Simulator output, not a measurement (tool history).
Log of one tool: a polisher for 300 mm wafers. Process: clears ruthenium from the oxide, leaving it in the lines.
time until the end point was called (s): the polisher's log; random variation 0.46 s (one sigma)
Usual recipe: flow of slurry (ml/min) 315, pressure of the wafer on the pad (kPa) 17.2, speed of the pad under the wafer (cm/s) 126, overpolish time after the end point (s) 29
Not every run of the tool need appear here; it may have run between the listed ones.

| run | hour | flow of slurry (ml/min) | pressure of the wafer on the pad (kPa) | speed of the pad under the wafer (cm/s) | overpolish time after the end point (s) | incoming thickness of the incoming film, nm | time until the end point was called (s) |
|---|---|---|---|---|---|---|---|
| 1 | 0 | 315 | 17.2 | 126 | 42 | 172 | 94.4 |
| 2 | 13.4 | 315 | 17.2 | 126 | 42 | 167.4 | 92.2 |
| 3 | 22.7 | 315 | 17.2 | 126 | 29 | 169.2 | 95.6 |
| 4 | 34.8 | 315 | 17.2 | 126 | 29 | 168.6 | 95.9 |
| 5 | 44.8 | 315 | 17.2 | 126 | 29 | 169.3 | 99.4 |
|  | 54.6 | slurry nozzle cleaned |
|  | 61.6 | worn pad replaced by a new one |
| 6 | 62.1 | 405 | 17.2 | 126 | 29 | 171 | 85.2 |
| 7 | 76.1 | 315 | 17.2 | 126 | 39 | 168.9 | 86.1 |
| 8 | 84.7 | 315 | 17.2 | 90 | 29 | 172.8 | 123.5 |
|  | 91 | head pressure recalibrated |
| 9 | 98.4 | 315 | 17.2 | 126 | 29 | 168 | 87.5 |
| 10 | 112.6 | 315 | 23.4 | 90 | 29 | 169.2 | 92.9 |
| 11 | 124 | 275 | 17.2 | 126 | 40 | 169.4 | 93.6 |
|  | 133.1 | worn pad replaced by a new one |
| 12 | 133.5 | 275 | 17.2 | 126 | 40 | 171.4 | 88.9 |
| 13 | 148.9 | 390 | 19.3 | 138 | 36 | 172.2 | 70.4 |
| 14 | 162.9 | 415 | 20 | 90 | 29 | 170.6 | 105.4 |

Forecast each of these 4 alternatives for the next run:
| A | 163.4 | 315 | 17.2 | 126 | 29 | 168.3 | ? |
| B | 163.4 | 400 | 17.2 | 126 | 20 | 168.3 | ? |
| C | 163.4 | 415 | 13.1 | 126 | 29 | 168.3 | ? |
| D | 163.4 | 260 | 17.2 | 102 | 16 | 168.3 | ? |

| run | time until the end point was called (s) |
|---|---|
| A | 88.2 |
| B | 86.2 |
| C | 113.1 |
| D | 111.6 |
The same runs, with their run-to-run variation unchanged, on a tool lacking any hidden condition would have given:
| run | time until the end point was called (s) |
|---|---|
| A | 85 |
| B | 83.3 |
| C | 109.4 |
| D | 107.1 |
